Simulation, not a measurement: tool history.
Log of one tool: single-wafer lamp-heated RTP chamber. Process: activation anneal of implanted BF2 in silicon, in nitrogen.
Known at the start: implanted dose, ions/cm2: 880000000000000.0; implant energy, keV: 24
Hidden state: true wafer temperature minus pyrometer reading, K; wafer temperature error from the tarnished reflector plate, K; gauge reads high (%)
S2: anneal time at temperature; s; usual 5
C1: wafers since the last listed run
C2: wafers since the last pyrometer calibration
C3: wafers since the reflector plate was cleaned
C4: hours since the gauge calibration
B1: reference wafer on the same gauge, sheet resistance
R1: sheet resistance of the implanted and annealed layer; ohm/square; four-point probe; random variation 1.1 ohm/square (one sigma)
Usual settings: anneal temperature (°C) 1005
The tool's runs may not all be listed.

{"run": 1, "hour": 0.0, "anneal temperature (°C)": 1005, "S2": 5, "C1": 0, "C2": 6974, "C3": 15112, "C4": 800.3, "B1": 172.45, "R1": 177.37}
{"hour": 23.7, "done": "reflector plate cleaned"}
{"run": 2, "hour": 54.0, "anneal temperature (°C)": 1005, "S2": 7, "C1": 1044, "C2": 8019, "C3": 687, "C4": 854.3, "B1": 172.24, "R1": 175.68}
{"run": 3, "hour": 102.3, "anneal temperature (°C)": 1005, "S2": 5, "C1": 1097, "C2": 9116, "C3": 1784, "C4": 902.6, "B1": 172.01, "R1": 180.51}
{"run": 4, "hour": 167.0, "anneal temperature (°C)": 1017, "S2": 5, "C1": 1469, "C2": 10585, "C3": 3253, "C4": 967.3, "B1": 171.77, "R1": 169.97}
{"hour": 204.8, "done": "pyrometer window cleaned and pyrometer calibrated"}
{"run": 5, "hour": 234.1, "anneal temperature (°C)": 1013, "S2": 5, "C1": 1342, "C2": 665, "C3": 4596, "C4": 1034.4, "B1": 172.17, "R1": 180.73}
{"run": 6, "hour": 283.8, "anneal temperature (°C)": 1005, "S2": 5, "C1": 1128, "C2": 1793, "C3": 5724, "C4": 1084.1, "B1": 172.36, "R1": 183.87}
{"run": 7, "hour": 344.8, "anneal temperature (°C)": 1005, "S2": 5, "C1": 1385, "C2": 3179, "C3": 7110, "C4": 1145.1, "B1": 171.7, "R1": 179.79}
{"run": 8, "hour": 391.1, "anneal temperature (°C)": 987, "S2": 4, "C1": 1051, "C2": 4230, "C3": 8161, "C4": 1191.4, "B1": 171.88, "R1": 195.36}
{"run": 9, "hour": 428.6, "anneal temperature (°C)": 987, "S2": 4, "C1": 851, "C2": 5082, "C3": 9013, "C4": 1228.9, "B1": 172.37, "R1": 195.1}
{"run": 10, "hour": 487.9, "anneal temperature (°C)": 1005, "S2": 3, "C1": 1346, "C2": 6429, "C3": 10360, "C4": 1288.2, "B1": 171.41, "R1": 184.3}
{"run": 11, "hour": 541.2, "anneal temperature (°C)": 1005, "S2": 5, "C1": 1210, "C2": 7640, "C3": 11571, "C4": 1341.5, "B1": 171.49, "R1": 176.41}
{"hour": 644.9, "done": "reflector plate cleaned"}
{"hour": 710.1, "done": "pyrometer window cleaned and pyrometer calibrated"}
{"run": 12, "hour": 732.2, "anneal temperature (°C)": 1005, "S2": 5, "C1": 3974, "C2": 500, "C3": 1800, "C4": 1532.5, "B1": 172.09, "R1": 188.69}
{"run": 13, "hour": 761.3, "anneal temperature (°C)": 1005, "S2": 5, "C1": 660, "C2": 1161, "C3": 2461, "C4": 1561.6, "B1": 171.57, "R1": 184.06}
{"run": 14, "hour": 812.5, "anneal temperature (°C)": 1005, "S2": 5, "C1": 1162, "C2": 2324, "C3": 3624, "C4": 1612.8, "B1": 171.91, "R1": 181.99}
{"run": 15, "hour": 858.7, "anneal temperature (°C)": 1005, "S2": 5, "C1": 1049, "C2": 3373, "C3": 4674, "C4": 1659, "B1": 171.72, "R1": 181.72}
{"run": 16, "hour": 912.9, "anneal temperature (°C)": 984, "S2": 7, "C1": 1231, "C2": 4604, "C3": 5905, "C4": 1713.2, "B1": 172.14, "R1": 189.37}
{"run": 17, "hour": 955.3, "anneal temperature (°C)": 996, "S2": 7, "C1": 963, "C2": 5567, "C3": 6868, "C4": 1755.6, "B1": 172.17, "R1": 181.71}
{"run": 18, "hour": 985.7, "anneal temperature (°C)": 980, "S2": 8, "C1": 690, "C2": 6258, "C3": 7558, "C4": 1786, "B1": 172.22, "R1": 191.59}
{"run": 19, "hour": 1022.5, "anneal temperature (°C)": 1030, "S2": 5, "C1": 835, "C2": 7094, "C3": 8394, "C4": 1822.8, "B1": 171.89, "R1": 162.5}
{"run": 20, "hour": 1050.6, "anneal temperature (°C)": 995, "S2": 5, "C1": 638, "C2": 7732, "C3": 9032, "C4": 1850.9, "B1": 172.21, "R1": 184.04}
{"run": 21, "hour": 1090.1, "anneal temperature (°C)": 986, "S2": 5, "C1": 897, "C2": 8629, "C3": 9929, "C4": 1890.4, "B1": 171.85, "R1": 190.39}
{"hour": 1124.9, "done": "pyrometer window cleaned and pyrometer calibrated"}
{"run": 22, "hour": 1131.8, "anneal temperature (°C)": 1014, "S2": 3, "C1": 765, "C2": 157, "C3": 10695, "C4": 1932.1, "B1": 172.42, "R1": 183.38}
{"run": 23, "hour": 1241.5, "anneal temperature (°C)": 1005, "S2": 5, "C1": 2491, "C2": 2649, "C3": 13186, "C4": 2041.8, "B1": 172.64, "R1": 180.56}
{"hour": 1267.9, "done": "gauge calibrated"}
{"run": 24, "hour": 1295.9, "anneal temperature (°C)": 1005, "S2": 5, "C1": 1235, "C2": 3884, "C3": 14422, "C4": 28, "B1": 171.94, "R1": 179.08}
{"hour": 1361.4, "done": "reflector plate cleaned"}
{"run": 25, "hour": 1361.9, "anneal temperature (°C)": 1034, "S2": 3, "C1": 1317, "C2": 5202, "C3": 12, "C4": 94, "B1": 171.79, "R1": 171.69}
{"run": 26, "hour": 1388.0, "anneal temperature (°C)": 993, "S2": 8, "C1": 592, "C2": 5795, "C3": 605, "C4": 120.1, "B1": 171.63, "R1": 185.42}
{"run": 27, "hour": 1442.0, "anneal temperature (°C)": 1005, "S2": 5, "C1": 1226, "C2": 7021, "C3": 1831, "C4": 174.1, "B1": 171.99, "R1": 179.66}
{"run": 28, "hour": 1508.7, "anneal temperature (°C)": 1018, "S2": 8, "C1": 1514, "C2": 8536, "C3": 3346, "C4": 240.8, "B1": 171.79, "R1": 166.39}
{"run": 29, "hour": 1554.4, "anneal temperature (°C)": 1022, "S2": 5, "C1": 1037, "C2": 9574, "C3": 4384, "C4": 286.5, "B1": 172.23, "R1": 168.4}
{"hour": 1581.0, "done": "pyrometer window cleaned and pyrometer calibrated"}
{"run": 30, "hour": 1590.3, "anneal temperature (°C)": 995, "S2": 3, "C1": 633, "C2": 212, "C3": 5018, "C4": 322.4, "B1": 171.72, "R1": 197.68}
{"run": 31, "hour": 1645.6, "anneal temperature (°C)": 981, "S2": 7, "C1": 1255, "C2": 1468, "C3": 6274, "C4": 377.7, "B1": 171.94, "R1": 200.97}
{"run": 32, "hour": 1677.8, "anneal temperature (°C)": 1019, "S2": 6, "C1": 731, "C2": 2199, "C3": 7005, "C4": 409.9, "B1": 171.47, "R1": 169.45}
{"run": 33, "hour": 1760.5, "anneal temperature (°C)": 1028, "S2": 5, "C1": 1878, "C2": 4077, "C3": 8883, "C4": 492.6, "B1": 171.75, "R1": 162.96}
{"run": 34, "hour": 1884.9, "anneal temperature (°C)": 983, "S2": 3, "C1": 2825, "C2": 6903, "C3": 11709, "C4": 617, "B1": 172.33, "R1": 200.74}
{"run": 35, "hour": 1949.8, "anneal temperature (°C)": 1005, "S2": 5, "C1": 1474, "C2": 8377, "C3": 13183, "C4": 681.9, "B1": 172.34, "R1": 176.15}
{"run": 36, "hour": 1980.0, "anneal temperature (°C)": 992, "S2": 3, "C1": 685, "C2": 9063, "C3": 13869, "C4": 712.1, "B1": 172.06, "R1": 192.41}

Measured less the same run without the tool's hidden state. The same run-to-run variation is in both; the gauge's scatter may not be:
run=1 R1=-15.37
run=2 R1=-11.04
run=3 R1=-12.21
run=4 R1=-12.29
run=5 R1=-6.51
run=6 R1=-9.56
run=7 R1=-11.68
run=8 R1=-14.92
run=9 R1=-15.8
run=10 R1=-13.9
run=11 R1=-15
run=12 R1=-4.62
run=13 R1=-6.52
run=14 R1=-9.21
run=15 R1=-11.06
run=16 R1=-15.75
run=17 R1=-14.99
run=18 R1=-18.66
run=19 R1=-11.59
run=20 R1=-15.96
run=21 R1=-17.89
run=22 R1=-6.78
run=23 R1=-12.4
run=24 R1=-13.71
run=25 R1=-6.38
run=26 R1=-10.84
run=27 R1=-10.89
run=28 R1=-11.31
run=29 R1=-11.68
run=30 R1=-6.26
run=31 R1=-12.37
run=32 R1=-9.55
run=33 R1=-10.65
run=34 R1=-17.54
run=35 R1=-15.41
run=36 R1=-16.69

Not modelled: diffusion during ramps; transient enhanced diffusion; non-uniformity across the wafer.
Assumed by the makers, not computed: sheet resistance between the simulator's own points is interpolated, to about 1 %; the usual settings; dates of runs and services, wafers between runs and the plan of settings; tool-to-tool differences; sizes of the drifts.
